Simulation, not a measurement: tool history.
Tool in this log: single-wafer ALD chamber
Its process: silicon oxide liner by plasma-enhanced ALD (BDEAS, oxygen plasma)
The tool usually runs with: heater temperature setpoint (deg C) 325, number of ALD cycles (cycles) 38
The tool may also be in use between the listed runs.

run	day	heater temperature setpoint (deg C)	number of ALD cycles (cycles)	read-back reference wafer on the same gauge, thickness_nm	mean film thickness on the monitor wafer (nm)
1	0	329	38	2.928	3.563
2	2.488	325	38	2.929	3.597
3	3.675	325	38	2.926	3.575
4	5.121	325	38	2.929	3.583
5	7.471	325	38	2.924	3.582
6	10.004	325	38	2.925	3.575
7	11.512	335	38	2.923	3.533
8	14.092	325	38	2.922	3.563
9	16.262	325	38	2.92	3.584
10	19.217	325	38	2.922	3.571
11	21.3	325	38	2.92	3.578
12	22.642	315	38	2.921	3.62
13	24.383	314	42	2.919	4
# day 26.533: thermocouple changed; heater temperature recalibrated
14	27.633	317	34	2.916	3.224
15	30.525	317	34	2.918	3.227
16	32.838	325	38	2.92	3.566
17	34.592	339	32	2.918	2.948
18	35.8	329	45	2.919	4.195
19	39.342	318	44	2.916	4.165
# day 41.408: gauge calibrated
20	43.5	325	38	2.958	3.627
21	45.196	332	38	2.955	3.591
22	47.258	325	38	2.949	3.618
23	49.617	338	38	2.947	3.556
24	54.004	340	32	2.941	2.973
25	56.862	319	34	2.938	3.253
26	57.883	334	42	2.937	3.919
27	59.475	336	38	2.935	3.518
28	61.183	333	32	2.934	2.989
29	68.867	332	45	2.927	4.207
30	70.633	325	34	2.927	3.202

Alternative continuations, all from the tool just after run 30; predict every row:
A	70.654	325	38	?	?
B	70.654	340	43	?	?
C	70.654	316	42	?	?
D	70.654	318	43	?	?

run	read-back reference wafer on the same gauge, thickness_nm	mean film thickness on the monitor wafer (nm)
A	2.93	3.573
B	2.93	3.966
C	2.93	3.995
D	2.93	4.08
Take away the tool's hidden state, keep each run's random variation, and the runs would have read:
run	mean film thickness on the monitor wafer (nm)
A	3.613
B	4.011
C	4.04
D	4.125

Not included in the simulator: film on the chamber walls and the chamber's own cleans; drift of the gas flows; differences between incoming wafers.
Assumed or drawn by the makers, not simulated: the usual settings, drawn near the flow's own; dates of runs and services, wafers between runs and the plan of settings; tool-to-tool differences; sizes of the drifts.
